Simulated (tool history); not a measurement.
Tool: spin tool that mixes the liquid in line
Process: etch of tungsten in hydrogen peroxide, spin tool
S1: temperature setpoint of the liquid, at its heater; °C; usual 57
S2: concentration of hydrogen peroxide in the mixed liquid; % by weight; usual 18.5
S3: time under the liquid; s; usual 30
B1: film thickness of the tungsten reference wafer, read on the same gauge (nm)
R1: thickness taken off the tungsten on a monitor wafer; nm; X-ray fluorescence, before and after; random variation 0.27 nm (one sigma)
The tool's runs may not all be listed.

Run 1, day 0: usual settings but S2 20 % by weight; B1 110. Result: R1 79.86 nm.
Run 2, day 1.817: usual settings; B1 110. Result: R1 76.42 nm.
Run 3, day 4.871: usual settings but S3 50 s; B1 109.99. Result: R1 127.12 nm.
Run 4, day 7.842: usual settings but S2 14.5 % by weight, S3 15 s; B1 110.02. Result: R1 33.99 nm.
Run 5, day 12.258: usual settings but S3 15 s; B1 110.02. Result: R1 38.75 nm.
Run 6, day 15.304: usual settings but S1 55 °C; B1 110. Result: R1 68.97 nm.
Run 7, day 18.554: usual settings; B1 109.97. Result: R1 76.94 nm.
Run 8, day 21.754: usual settings but S1 62 °C, S3 50 s; B1 109.98. Result: R1 171.67 nm.
Run 9, day 24.738: usual settings but S2 13 % by weight; B1 110. Result: R1 64.6 nm.
Run 10, day 28.225: usual settings but S3 20 s; B1 110.01. Result: R1 51.6 nm.
Run 11, day 30.504: usual settings; B1 109.98. Result: R1 77.08 nm.
Run 12, day 33.133: usual settings but S3 45 s; B1 109.97. Result: R1 116.12 nm.
At day 36.088: peroxide flow meter replaced.
Run 13, day 36.217: usual settings but S1 66 °C; B1 110.02. Result: R1 129.42 nm.
At day 37.662: heated supply line repaired.
At day 37.971: new drum of peroxide connected.
Run 14, day 39.808: usual settings but S2 15 % by weight, S3 15 s; B1 110.02. Result: R1 34.95 nm.
Run 15, day 42.992: usual settings but S1 62 °C, S2 22 % by weight, S3 35 s; B1 109.99. Result: R1 131.39 nm.
Run 16, day 44.938: usual settings but S1 54.5 °C, S3 40 s; B1 110. Result: R1 89.91 nm.
Run 17, day 47.35: usual settings but S3 25 s; B1 110. Result: R1 64.7 nm.
Run 18, day 49.688: usual settings but S2 23 % by weight; B1 110.02. Result: R1 86.09 nm.
Run 19, day 53.038: usual settings but S1 66 °C, S2 15.5 % by weight, S3 40 s; B1 110.02. Result: R1 158.57 nm.
Run 20, day 55.017: usual settings but S2 14 % by weight; B1 110.01. Result: R1 67.81 nm.
Run 21, day 59.004: usual settings but S1 65.5 °C, S2 15.5 % by weight, S3 35 s; B1 109.99. Result: R1 134.6 nm.
Run 22, day 62.667: usual settings but S1 51 °C, S3 20 s; B1 109.99. Result: R1 36.44 nm.
Run 23, day 66.696: usual settings but S1 61 °C, S2 20 % by weight, S3 35 s; B1 110.02. Result: R1 119.35 nm.
Run 24, day 70.112: usual settings; B1 110. Result: R1 78.09 nm.
Run 25, day 72.938: usual settings; B1 109.99. Result: R1 77.93 nm.
Run 26, day 75.196: usual settings but S1 52.5 °C, S3 45 s; B1 109.99. Result: R1 89.93 nm.

Forecast each of these 4 alternatives for the next run:
Run A, day 75.212: usual settings but S1 64.5 °C; B1 ?. Result: R1 ?.
Run B, day 75.212: usual settings but S1 61 °C, S2 15.5 % by weight, S3 40 s; B1 ?. Result: R1 ?.
Run C, day 75.212: usual settings but S1 47.5 °C, S2 21 % by weight; B1 ?. Result: R1 ?.
Run D, day 75.212: usual settings but S2 15.5 % by weight; B1 ?. Result: R1 ?.

run      B1      R1
  A  110.01  120.49
  B  110.01  120.69
  C  110.01   47.24
  D  110.01   71.86
Without the tool's hidden state the same runs would have given:
run      R1
  A  117.82
  B  117.97
  C   46.08
  D    70.2
